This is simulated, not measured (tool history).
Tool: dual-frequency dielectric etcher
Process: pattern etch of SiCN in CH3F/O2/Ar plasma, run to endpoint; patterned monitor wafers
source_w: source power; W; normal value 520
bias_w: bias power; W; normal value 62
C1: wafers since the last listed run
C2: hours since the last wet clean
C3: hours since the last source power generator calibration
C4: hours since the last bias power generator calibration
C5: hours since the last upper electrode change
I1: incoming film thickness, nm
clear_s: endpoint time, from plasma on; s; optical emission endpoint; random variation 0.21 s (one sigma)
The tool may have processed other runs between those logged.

Run 1, hour 0: usual settings but source_w 460 W, bias_w 66 W; C1 0; C2 8.8; C3 1779.9; C4 1266; C5 2294.7; I1 11.59. Result: clear_s 25.5 s.
Run 2, hour 39.2: usual settings but source_w 460 W, bias_w 66 W; C1 396; C2 48; C3 1819.1; C4 1305.2; C5 2333.9; I1 11.63. Result: clear_s 25 s.
Run 3, hour 88: usual settings; C1 493; C2 96.8; C3 1867.9; C4 1354; C5 2382.7; I1 11.66. Result: clear_s 25.3 s.
Run 4, hour 125.6: usual settings; C1 380; C2 134.4; C3 1905.5; C4 1391.6; C5 2420.3; I1 11.58. Result: clear_s 24.8 s.
Run 5, hour 150.7: usual settings but bias_w 71 W; C1 253; C2 159.5; C3 1930.6; C4 1416.7; C5 2445.4; I1 11.68. Result: clear_s 23.4 s.
Run 6, hour 285.4: usual settings but bias_w 71 W; C1 1362; C2 294.2; C3 2065.3; C4 1551.4; C5 2580.1; I1 11.52. Result: clear_s 22.4 s.
At hour 365.7: wet clean of the chamber.
Run 7, hour 366.2: usual settings but bias_w 71 W; C1 574; C2 0.5; C3 2146.1; C4 1632.2; C5 2660.9; I1 11.62. Result: clear_s 24 s.
Run 8, hour 392: usual settings but bias_w 68 W; C1 260; C2 26.3; C3 2171.9; C4 1658; C5 2686.7; I1 11.53. Result: clear_s 24.4 s.
Run 9, hour 423.9: usual settings; C1 322; C2 58.2; C3 2203.8; C4 1689.9; C5 2718.6; I1 11.59. Result: clear_s 25.1 s.
Run 10, hour 482.4: usual settings; C1 591; C2 116.7; C3 2262.3; C4 1748.4; C5 2777.1; I1 11.56. Result: clear_s 24.5 s.
Run 11, hour 510.8: usual settings but source_w 580 W; C1 287; C2 145.1; C3 2290.7; C4 1776.8; C5 2805.5; I1 11.61. Result: clear_s 24.2 s.
Run 12, hour 581.5: usual settings but source_w 600 W; C1 715; C2 215.8; C3 2361.4; C4 1847.5; C5 2876.2; I1 11.64. Result: clear_s 23.6 s.
Run 13, hour 610.6: usual settings; C1 294; C2 244.9; C3 2390.5; C4 1876.6; C5 2905.3; I1 11.59. Result: clear_s 24.3 s.
At hour 674.6: upper electrode replaced, of another model than before.
At hour 677.8: source power generator calibrated.
At hour 695.3: wet clean of the chamber.
Run 14, hour 695.8: usual settings but source_w 570 W, bias_w 77 W; C1 410; C2 0.5; C3 18; C4 1961.8; C5 21.2; I1 11.57. Result: clear_s 22.9 s.
At hour 706.9: bias power generator calibrated.
Run 15, hour 799.6: usual settings but source_w 610 W; C1 1009; C2 104.3; C3 121.8; C4 92.7; C5 125; I1 11.76. Result: clear_s 24.1 s.
Run 16, hour 850.1: usual settings but source_w 420 W, bias_w 67 W; C1 510; C2 154.8; C3 172.3; C4 143.2; C5 175.5; I1 11.65. Result: clear_s 26.9 s.
Run 17, hour 919.9: usual settings but source_w 650 W, bias_w 47 W; C1 705; C2 224.6; C3 242.1; C4 213; C5 245.3; I1 11.65. Result: clear_s 24.6 s.
Run 18, hour 971.3: usual settings; C1 519; C2 276; C3 293.5; C4 264.4; C5 296.7; I1 11.64. Result: clear_s 24.3 s.
At hour 1011.2: wet clean of the chamber.
Run 19, hour 1042.4: usual settings but source_w 570 W, bias_w 75 W; C1 476; C2 31.2; C3 364.6; C4 335.5; C5 367.8; I1 11.55. Result: clear_s 23.1 s.
Run 20, hour 1076.7: usual settings; C1 346; C2 65.5; C3 398.9; C4 369.8; C5 402.1; I1 11.7. Result: clear_s 25.9 s.

Entry by entry between the runs, the difference in hidden state between the last listed run before and the first listed run after:
Between runs 6 and 7: wet clean of the chamber (hour 365.7)
  etch rate over this chamber's usual, %: 5.22 -> 0.509
  what was measured, less what the result would be without the hidden state, clear_s: -1.2 -> -0.1 s
Between runs 13 and 14: upper electrode replaced, of another model than before (hour 674.6); source power generator calibrated (hour 677.8); wet clean of the chamber (hour 695.3)
  etch rate over this chamber's usual, %: 4.08 -> -0.424
  what was measured, less what the result would be without the hidden state, clear_s: -1 -> +0.1 s
Between runs 14 and 15: bias power generator calibrated (hour 706.9)
  etch rate over this chamber's usual, %: -0.424 -> 1.09
  what was measured, less what the result would be without the hidden state, clear_s: +0.1 -> -0.3 s
Between runs 18 and 19: wet clean of the chamber (hour 1011.2)
  etch rate over this chamber's usual, %: 3.6 -> 0.00472
  what was measured, less what the result would be without the hidden state, clear_s: -0.9 -> +0 s
